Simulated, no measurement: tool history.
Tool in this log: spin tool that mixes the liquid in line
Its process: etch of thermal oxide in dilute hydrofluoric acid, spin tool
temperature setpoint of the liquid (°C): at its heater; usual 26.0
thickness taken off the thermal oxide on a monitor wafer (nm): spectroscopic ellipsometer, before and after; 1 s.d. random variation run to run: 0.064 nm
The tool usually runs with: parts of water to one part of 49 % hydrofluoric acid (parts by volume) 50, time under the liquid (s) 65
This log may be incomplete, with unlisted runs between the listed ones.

run,hour,temperature setpoint of the liquid (°C),parts of water to one part of 49 % hydrofluoric acid (parts by volume),time under the liquid (s),"read-back film thickness of the thermal oxide reference wafer, read on the same gauge (nm)",thickness taken off the thermal oxide on a monitor wafer (nm)
1,0.0,24.0,50,65,100.01,7.40
2,11.0,24.0,50,65,99.99,7.61
3,22.7,24.0,50,65,100.01,7.38
4,69.2,26.0,50,65,99.98,8.08
5,77.7,26.0,50,65,100.02,8.14
6,90.7,26.0,50,80,100.00,10.10
7,105.8,26.0,50,80,100.03,9.91
8,119.8,26.0,50,65,100.00,8.07
9,128.7,26.0,50,65,100.02,8.15
10,138.7,26.0,65,80,99.97,7.65
# hour 142.9: hydrofluoric acid flow meter replaced
11,153.5,29.5,50,65,100.00,9.43
12,164.0,26.0,50,65,100.03,8.22
13,178.3,26.0,50,65,100.00,8.17
14,189.7,26.0,50,75,99.96,9.42
# hour 198.6: thermometer replaced
15,203.1,26.0,50,75,100.03,8.57
16,211.9,26.0,50,100,100.02,11.34
17,224.9,24.0,25,30,100.00,6.59
# hour 238.0: gauge calibrated
18,252.6,26.0,30,90,100.01,17.32
19,269.5,30.5,65,35,100.00,3.63
20,276.8,30.0,30,55,100.02,12.65
21,283.4,29.0,50,50,100.02,6.48
22,300.6,30.5,50,95,99.98,13.20
23,307.6,26.0,50,65,100.01,7.43
24,315.6,24.0,40,45,100.02,6.13
25,333.2,26.0,50,75,100.04,8.63
26,343.6,22.5,40,65,100.03,8.22
27,360.1,30.5,30,95,99.98,22.94
28,374.2,27.5,70,65,100.05,5.62
29,382.7,31.0,35,50,99.97,10.32
30,434.5,26.0,50,65,100.02,7.56
31,443.5,21.5,25,65,100.01,13.27

Consider 3 possible next runs. They are alternatives, not a sequence: every one starts from the tool as it was left by run 31. What does each give?
A,443.9,26.0,50,65,?,?
B,443.9,26.0,50,95,?,?
C,443.9,26.0,75,55,?,?

run,"read-back film thickness of the thermal oxide reference wafer, read on the same gauge (nm)",thickness taken off the thermal oxide on a monitor wafer (nm)
A,100.03,7.58
B,100.03,11.08
C,100.03,4.13
What these runs would have given with no unlogged condition in the tool:
run,thickness taken off the thermal oxide on a monitor wafer (nm)
A,7.38
B,10.78
C,4.02
